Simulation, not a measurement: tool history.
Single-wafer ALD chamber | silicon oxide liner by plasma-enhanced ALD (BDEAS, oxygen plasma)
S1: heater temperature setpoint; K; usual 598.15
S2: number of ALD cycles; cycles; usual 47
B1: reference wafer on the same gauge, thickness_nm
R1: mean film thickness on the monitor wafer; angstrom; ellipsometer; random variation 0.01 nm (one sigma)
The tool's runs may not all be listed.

run 1 hour=0.0 | S1=594.15 S2=50 | B1=4.419 | R1=44.52
run 2 hour=43.6 | S1=594.15 S2=50 | B1=4.422 | R1=44.52
run 3 hour=248.8 | S1=598.15 S2=47 | B1=4.422 | R1=41.54
run 4 hour=416.4 | S1=598.15 S2=47 | B1=4.423 | R1=41.54
run 5 hour=456.0 | S1=598.15 S2=53 | B1=4.421 | R1=46.74
run 6 hour=520.6 | S1=598.15 S2=53 | B1=4.419 | R1=46.72
-- hour=560.1 gauge calibrated
run 7 hour=589.6 | S1=598.15 S2=47 | B1=4.419 | R1=41.31
run 8 hour=647.0 | S1=598.15 S2=47 | B1=4.420 | R1=41.26
run 9 hour=690.4 | S1=594.15 S2=50 | B1=4.421 | R1=44.24
run 10 hour=749.7 | S1=587.15 S2=41 | B1=4.422 | R1=36.56
run 11 hour=810.6 | S1=602.15 S2=53 | B1=4.421 | R1=46.32
-- hour=830.2 thermocouple changed; heater temperature recalibrated
run 12 hour=866.3 | S1=586.15 S2=55 | B1=4.417 | R1=49.56

Forecast run 13:
run 13 hour=914.1 | S1=598.15 S2=52 | B1=? | R1=?

{"run 13": {"B1": 4.421, "R1": 46.11}}
Without the tool's hidden state the same run would have given R1 46.08 angstrom.

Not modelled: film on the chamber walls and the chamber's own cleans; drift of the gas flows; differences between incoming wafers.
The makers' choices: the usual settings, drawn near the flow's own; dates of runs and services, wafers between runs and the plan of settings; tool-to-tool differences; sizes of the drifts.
